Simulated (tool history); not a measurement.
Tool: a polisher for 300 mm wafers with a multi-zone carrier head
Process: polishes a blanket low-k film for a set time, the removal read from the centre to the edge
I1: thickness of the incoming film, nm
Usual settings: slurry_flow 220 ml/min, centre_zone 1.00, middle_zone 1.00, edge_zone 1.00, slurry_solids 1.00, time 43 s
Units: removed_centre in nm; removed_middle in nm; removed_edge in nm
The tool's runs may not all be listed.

Run 1, hour 0.0: usual settings but middle_zone 0.95, edge_zone 0.96; I1 636.4. Result: removed_centre 26.2 nm, removed_middle 23.9 nm, removed_edge 24.7 nm.
At hour 58.4: slurry nozzle cleaned.
Run 2, hour 66.9: usual settings but middle_zone 0.95, edge_zone 0.96; I1 624.4. Result: removed_centre 26.7 nm, removed_middle 24.1 nm, removed_edge 24.8 nm.
Run 3, hour 116.5: usual settings; I1 621.6. Result: removed_centre 26.5 nm, removed_middle 24.6 nm, removed_edge 25.6 nm.
At hour 158.9: carrier head's membrane replaced by a new one.
Run 4, hour 201.9: usual settings but centre_zone 0.90, middle_zone 0.89, slurry_solids 1.15, time 49 s; I1 633.6. Result: removed_centre 30.2 nm, removed_middle 29.4 nm, removed_edge 31.5 nm.
At hour 271.2: edge zone pressure recalibrated.
Run 5, hour 288.9: usual settings but slurry_flow 170 ml/min, centre_zone 0.89, middle_zone 1.07, edge_zone 0.91; I1 630.2. Result: removed_centre 23.0 nm, removed_middle 25.2 nm, removed_edge 23.7 nm.
At hour 334.3: worn pad replaced by a new one.
Run 6, hour 568.8: usual settings but slurry_flow 165 ml/min, centre_zone 1.09, middle_zone 0.95, slurry_solids 1.15; I1 634.7. Result: removed_centre 30.5 nm, removed_middle 25.6 nm, removed_edge 27.4 nm.
At hour 610.8: slurry nozzle cleaned.
Run 7, hour 616.5: usual settings; I1 627.8. Result: removed_centre 26.7 nm, removed_middle 25.0 nm, removed_edge 25.0 nm.
At hour 671.7: centre zone pressure recalibrated.
Run 8, hour 704.0: usual settings; I1 633.7. Result: removed_centre 26.3 nm, removed_middle 24.6 nm, removed_edge 25.2 nm.
Run 9, hour 756.8: usual settings; I1 632.3. Result: removed_centre 26.7 nm, removed_middle 24.6 nm, removed_edge 25.3 nm.
At hour 787.6: worn pad replaced by a new one.
Run 10, hour 845.2: usual settings but centre_zone 1.11, edge_zone 1.07; I1 627.4. Result: removed_centre 29.2 nm, removed_middle 24.6 nm, removed_edge 26.0 nm.
Run 11, hour 905.1: usual settings; I1 618.8. Result: removed_centre 26.8 nm, removed_middle 25.4 nm, removed_edge 24.6 nm.
Run 12, hour 954.8: usual settings; I1 635.0. Result: removed_centre 26.6 nm, removed_middle 25.1 nm, removed_edge 25.3 nm.
Run 13, hour 1004.4: usual settings but slurry_flow 195 ml/min; I1 617.3. Result: removed_centre 26.0 nm, removed_middle 24.3 nm, removed_edge 24.7 nm.
Run 14, hour 1041.5: usual settings but slurry_solids 0.75; I1 624.4. Result: removed_centre 20.1 nm, removed_middle 19.4 nm, removed_edge 19.2 nm.
Run 15, hour 1141.0: usual settings but centre_zone 0.94; I1 620.1. Result: removed_centre 25.0 nm, removed_middle 24.4 nm, removed_edge 25.2 nm.
At hour 1180.9: slurry nozzle cleaned.
Run 16, hour 1241.8: usual settings but slurry_flow 255 ml/min, edge_zone 0.93; I1 625.1. Result: removed_centre 27.1 nm, removed_middle 25.4 nm, removed_edge 24.4 nm.
At hour 1250.9: worn pad replaced by a new one.
Run 17, hour 1304.6: usual settings but centre_zone 0.95, slurry_solids 1.10, time 39 s; I1 627.5. Result: removed_centre 24.4 nm, removed_middle 24.1 nm, removed_edge 24.2 nm.
Run 18, hour 1363.9: usual settings; I1 621.6. Result: removed_centre 26.4 nm, removed_middle 24.9 nm, removed_edge 26.0 nm.
At hour 1366.9: centre zone pressure recalibrated.
Run 19, hour 1458.6: usual settings but slurry_flow 200 ml/min, slurry_solids 0.75; I1 637.7. Result: removed_centre 19.8 nm, removed_middle 19.0 nm, removed_edge 19.4 nm.
Run 20, hour 1553.0: usual settings; I1 629.5. Result: removed_centre 26.2 nm, removed_middle 25.0 nm, removed_edge 25.2 nm.
At hour 1595.0: edge zone pressure recalibrated.
Run 21, hour 1596.8: usual settings but centre_zone 0.95; I1 641.3. Result: removed_centre 25.0 nm, removed_middle 24.7 nm, removed_edge 25.1 nm.

4 ways to go on from here, each from the tool as it stands after run 21. What would each give?
Run A, hour 1597.2: usual settings but middle_zone 1.08; I1 631.4. Result: removed_centre ?, removed_middle ?, removed_edge ?.
Run B, hour 1597.2: usual settings but middle_zone 0.90, time 34 s; I1 631.4. Result: removed_centre ?, removed_middle ?, removed_edge ?.
Run C, hour 1597.2: usual settings but middle_zone 0.94, slurry_solids 1.30; I1 631.4. Result: removed_centre ?, removed_middle ?, removed_edge ?.
Run D, hour 1597.2: usual settings but edge_zone 1.08; I1 631.4. Result: removed_centre ?, removed_middle ?, removed_edge ?.

run  removed_centre  removed_middle  removed_edge
  A            26.5            25.9          25.1
  B            20.9            18.3          19.9
  C            31.1            27.9          29.6
  D            26.5            24.7          26.1
Without the tool's hidden state the same runs would have given:
run  removed_centre  removed_middle  removed_edge
  A            26.5            25.9          25.1
  B            20.9            18.3          19.9
  C            31.1            27.9          29.6
  D            26.5            24.7          26.1

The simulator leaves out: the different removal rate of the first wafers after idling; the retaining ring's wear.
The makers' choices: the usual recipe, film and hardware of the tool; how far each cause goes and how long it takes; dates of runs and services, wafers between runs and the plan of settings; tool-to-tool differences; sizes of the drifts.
